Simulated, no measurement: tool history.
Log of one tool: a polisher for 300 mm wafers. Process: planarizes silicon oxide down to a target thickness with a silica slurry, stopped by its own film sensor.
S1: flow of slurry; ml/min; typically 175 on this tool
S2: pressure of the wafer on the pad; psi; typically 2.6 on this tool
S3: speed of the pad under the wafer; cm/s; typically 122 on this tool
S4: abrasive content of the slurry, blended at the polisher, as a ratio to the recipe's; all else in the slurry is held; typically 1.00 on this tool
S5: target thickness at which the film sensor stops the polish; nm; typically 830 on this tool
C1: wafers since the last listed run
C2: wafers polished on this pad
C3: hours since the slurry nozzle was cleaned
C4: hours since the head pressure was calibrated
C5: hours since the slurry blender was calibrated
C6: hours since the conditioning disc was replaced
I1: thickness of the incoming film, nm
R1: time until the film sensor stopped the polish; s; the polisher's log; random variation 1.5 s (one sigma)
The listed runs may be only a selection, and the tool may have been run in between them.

| run | hour | S1 | S2 | S3 | S4 | S5 | C1 | C2 | C3 | C4 | C5 | C6 | I1 | R1 |
|---|---|---|---|---|---|---|---|---|---|---|---|---|---|---|
| 1 | 0.0 | 175 | 2.6 | 122 | 1.10 | 830 | 0 | 1156 | 214.9 | 307.1 | 276.8 | 429.3 | 1143.2 | 114.3 |
|  | 3.6 | slurry blender recalibrated |
| 2 | 17.2 | 175 | 2.6 | 122 | 1.00 | 830 | 131 | 1287 | 232.1 | 324.3 | 13.6 | 446.5 | 1185.8 | 136.7 |
| 3 | 32.8 | 175 | 2.6 | 122 | 1.00 | 830 | 134 | 1422 | 247.7 | 339.9 | 29.2 | 462.1 | 1164.4 | 125.4 |
| 4 | 49.8 | 190 | 2.6 | 122 | 1.00 | 830 | 146 | 1569 | 264.7 | 356.9 | 46.2 | 479.1 | 1162.9 | 123.0 |
|  | 81.4 | worn pad replaced by a new one |
|  | 82.0 | conditioning disc replaced and pad reconditioned |
|  | 117.8 | slurry nozzle cleaned |
| 5 | 123.1 | 175 | 2.0 | 122 | 1.00 | 830 | 585 | 346 | 5.3 | 430.2 | 119.5 | 41.1 | 1146.2 | 142.6 |
| 6 | 170.9 | 175 | 2.0 | 122 | 1.00 | 830 | 413 | 760 | 53.1 | 478.0 | 167.3 | 88.9 | 1147.7 | 142.5 |
| 7 | 190.5 | 175 | 2.6 | 122 | 1.05 | 830 | 169 | 929 | 72.7 | 497.6 | 186.9 | 108.5 | 1142.5 | 112.8 |
|  | 193.4 | head pressure recalibrated |
| 8 | 233.1 | 175 | 2.6 | 122 | 1.05 | 830 | 351 | 1280 | 115.3 | 39.7 | 229.5 | 151.1 | 1168.7 | 120.1 |
|  | 250.5 | worn pad replaced by a new one |
| 9 | 266.3 | 175 | 2.6 | 122 | 1.05 | 830 | 252 | 136 | 148.5 | 72.9 | 262.7 | 184.3 | 1147.0 | 113.0 |
|  | 275.5 | slurry blender recalibrated |
| 10 | 290.4 | 145 | 2.6 | 122 | 1.00 | 887 | 191 | 327 | 172.6 | 97.0 | 14.9 | 208.4 | 1159.0 | 100.5 |
| 11 | 315.7 | 210 | 2.6 | 122 | 1.30 | 783 | 218 | 546 | 197.9 | 122.3 | 40.2 | 233.7 | 1161.0 | 124.6 |
| 12 | 343.5 | 175 | 3.1 | 122 | 1.10 | 881 | 240 | 787 | 225.7 | 150.1 | 68.0 | 261.5 | 1172.0 | 90.2 |
| 13 | 372.2 | 175 | 2.6 | 94 | 1.00 | 935 | 248 | 1035 | 254.4 | 178.8 | 96.7 | 290.2 | 1146.3 | 92.5 |
| 14 | 393.1 | 175 | 2.6 | 102 | 1.10 | 830 | 180 | 1215 | 275.3 | 199.7 | 117.6 | 311.1 | 1177.0 | 142.1 |
| 15 | 409.9 | 175 | 3.3 | 84 | 1.00 | 830 | 145 | 1361 | 292.1 | 216.5 | 134.4 | 327.9 | 1173.9 | 130.7 |
| 16 | 426.9 | 175 | 3.0 | 150 | 1.00 | 830 | 146 | 1508 | 309.1 | 233.5 | 151.4 | 344.9 | 1155.7 | 94.8 |
|  | 446.6 | worn pad replaced by a new one |
| 17 | 447.8 | 175 | 3.3 | 80 | 0.80 | 762 | 146 | 10 | 330.0 | 254.4 | 172.3 | 365.8 | 1153.1 | 167.7 |
| 18 | 471.3 | 175 | 2.6 | 122 | 1.05 | 830 | 203 | 213 | 353.5 | 277.9 | 195.8 | 389.3 | 1181.3 | 133.7 |
| 19 | 501.7 | 175 | 2.6 | 122 | 1.10 | 830 | 262 | 476 | 383.9 | 308.3 | 226.2 | 419.7 | 1166.4 | 126.6 |
| 20 | 517.6 | 175 | 3.0 | 108 | 1.00 | 730 | 137 | 613 | 399.8 | 324.2 | 242.1 | 435.6 | 1159.0 | 159.6 |
|  | 521.8 | slurry blender recalibrated |
|  | 523.9 | slurry nozzle cleaned |
| 21 | 547.4 | 175 | 2.6 | 122 | 1.00 | 830 | 231 | 845 | 23.5 | 354.0 | 25.6 | 465.4 | 1147.4 | 113.3 |
| 22 | 625.1 | 175 | 2.6 | 122 | 1.00 | 830 | 671 | 1517 | 101.2 | 431.7 | 103.3 | 543.1 | 1175.9 | 130.4 |
|  | 635.3 | head pressure recalibrated |
| 23 | 637.8 | 175 | 2.6 | 122 | 1.00 | 830 | 92 | 1609 | 113.9 | 2.5 | 116.0 | 555.8 | 1158.5 | 121.8 |
|  | 650.4 | worn pad replaced by a new one |
|  | 659.3 | conditioning disc replaced and pad reconditioned |
| 24 | 726.9 | 175 | 2.1 | 142 | 1.00 | 830 | 718 | 644 | 203.0 | 91.6 | 205.1 | 67.6 | 1144.3 | 126.4 |
| 25 | 746.2 | 175 | 1.9 | 122 | 1.00 | 915 | 166 | 811 | 222.3 | 110.9 | 224.4 | 86.9 | 1179.0 | 125.3 |

Predict each of these 4 candidate next runs independently; none follows another, all start after run 25:
| A | 746.7 | 175 | 2.6 | 122 | 1.00 | 719 | 4 | 815 | 222.8 | 111.4 | 224.9 | 87.4 | 1164.7 | ? |
| B | 746.7 | 195 | 2.6 | 122 | 0.80 | 830 | 4 | 815 | 222.8 | 111.4 | 224.9 | 87.4 | 1164.7 | ? |
| C | 746.7 | 175 | 2.3 | 100 | 1.00 | 884 | 4 | 815 | 222.8 | 111.4 | 224.9 | 87.4 | 1164.7 | ? |
| D | 746.7 | 230 | 2.6 | 122 | 1.00 | 878 | 4 | 815 | 222.8 | 111.4 | 224.9 | 87.4 | 1164.7 | ? |

| run | R1 |
|---|---|
| A | 162.9 |
| B | 131.8 |
| C | 128.4 |
| D | 101.6 |
Without the tool's hidden state the same runs would have given:
| run | R1 |
|---|---|
| A | 158.9 |
| B | 128.8 |
| C | 125.2 |
| D | 99.5 |
